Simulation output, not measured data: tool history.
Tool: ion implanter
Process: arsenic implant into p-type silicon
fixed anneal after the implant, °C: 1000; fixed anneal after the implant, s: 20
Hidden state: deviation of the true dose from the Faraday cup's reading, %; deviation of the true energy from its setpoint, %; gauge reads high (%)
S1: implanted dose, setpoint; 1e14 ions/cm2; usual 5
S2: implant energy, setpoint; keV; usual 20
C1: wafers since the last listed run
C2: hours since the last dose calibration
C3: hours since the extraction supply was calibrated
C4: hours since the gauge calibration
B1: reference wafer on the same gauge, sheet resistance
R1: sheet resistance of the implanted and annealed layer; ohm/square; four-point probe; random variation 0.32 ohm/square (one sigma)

Run 1, hour 0: usual settings; C1 0; C2 1439; C3 5270.4; C4 327.2; B1 218.94. Result: R1 216.27 ohm/square.
Run 2, hour 71.8: usual settings; C1 1991; C2 1510.8; C3 5342.2; C4 399; B1 218.98. Result: R1 216.32 ohm/square.
Run 3, hour 128.5: usual settings but S1 5.6 1e14 ions/cm2; C1 1572; C2 1567.5; C3 5398.9; C4 455.7; B1 218.93. Result: R1 199.28 ohm/square.
Run 4, hour 215.2: usual settings but S1 5.6 1e14 ions/cm2; C1 2404; C2 1654.2; C3 5485.6; C4 542.4; B1 218.99. Result: R1 199.38 ohm/square.
Run 5, hour 306.5: usual settings; C1 2532; C2 1745.5; C3 5576.9; C4 633.7; B1 219.04. Result: R1 216.28 ohm/square.
At hour 336.2: Faraday cup replaced and dose calibrated.
Run 6, hour 380.8: usual settings; C1 1838; C2 44.6; C3 5651.2; C4 708; B1 219.15. Result: R1 213.68 ohm/square.
At hour 471.2: extraction supply calibrated.
Run 7, hour 484.5: usual settings; C1 2654; C2 148.3; C3 13.3; C4 811.7; B1 218.98. Result: R1 214.45 ohm/square.
Run 8, hour 529.7: usual settings but S1 6.36 1e14 ions/cm2, S2 27 keV; C1 1253; C2 193.5; C3 58.5; C4 856.9; B1 219.12. Result: R1 172.32 ohm/square.
At hour 580.3: gauge calibrated.
Run 9, hour 611.5: usual settings but S1 6.28 1e14 ions/cm2, S2 16 keV; C1 2268; C2 275.3; C3 140.3; C4 31.2; B1 218.85. Result: R1 189.33 ohm/square.
Run 10, hour 670.6: usual settings; C1 1639; C2 334.4; C3 199.4; C4 90.3; B1 219.08. Result: R1 214.87 ohm/square.
Run 11, hour 755.6: usual settings but S1 4.12 1e14 ions/cm2, S2 24 keV; C1 2357; C2 419.4; C3 284.4; C4 175.3; B1 219.06. Result: R1 242.51 ohm/square.
Run 12, hour 821.5: usual settings but S1 6.23 1e14 ions/cm2, S2 14.5 keV; C1 1827; C2 485.3; C3 350.3; C4 241.2; B1 218.98. Result: R1 193.13 ohm/square.
Run 13, hour 898.8: usual settings; C1 2143; C2 562.6; C3 427.6; C4 318.5; B1 219.06. Result: R1 215.49 ohm/square.
Run 14, hour 947.2: usual settings but S2 24.5 keV; C1 1342; C2 611; C3 476; C4 366.9; B1 218.92. Result: R1 209.08 ohm/square.
Run 15, hour 985.7: usual settings but S1 3.56 1e14 ions/cm2, S2 18 keV; C1 1067; C2 649.5; C3 514.5; C4 405.4; B1 219.07. Result: R1 281.55 ohm/square.

4 ways to go on from here, each from the tool as it stands after run 15. What would each give?
Run A, hour 986.1: usual settings; C1 11; C2 649.9; C3 514.9; C4 405.8; B1 ?. Result: R1 ?.
Run B, hour 986.1: usual settings but S1 6.2 1e14 ions/cm2, S2 23.5 keV; C1 11; C2 649.9; C3 514.9; C4 405.8; B1 ?. Result: R1 ?.
Run C, hour 986.1: usual settings but S1 6.41 1e14 ions/cm2; C1 11; C2 649.9; C3 514.9; C4 405.8; B1 ?. Result: R1 ?.
Run D, hour 986.1: usual settings but S1 5.9 1e14 ions/cm2, S2 15.5 keV; C1 11; C2 649.9; C3 514.9; C4 405.8; B1 ?. Result: R1 ?.

run      B1      R1
  A  219.06  215.44
  B  219.06  180.19
  C  219.06  180.93
  D  219.06  198.85
Without the tool's hidden state the same runs would have given:
run      R1
  A  213.13
  B  178.27
  C  179.09
  D  196.88
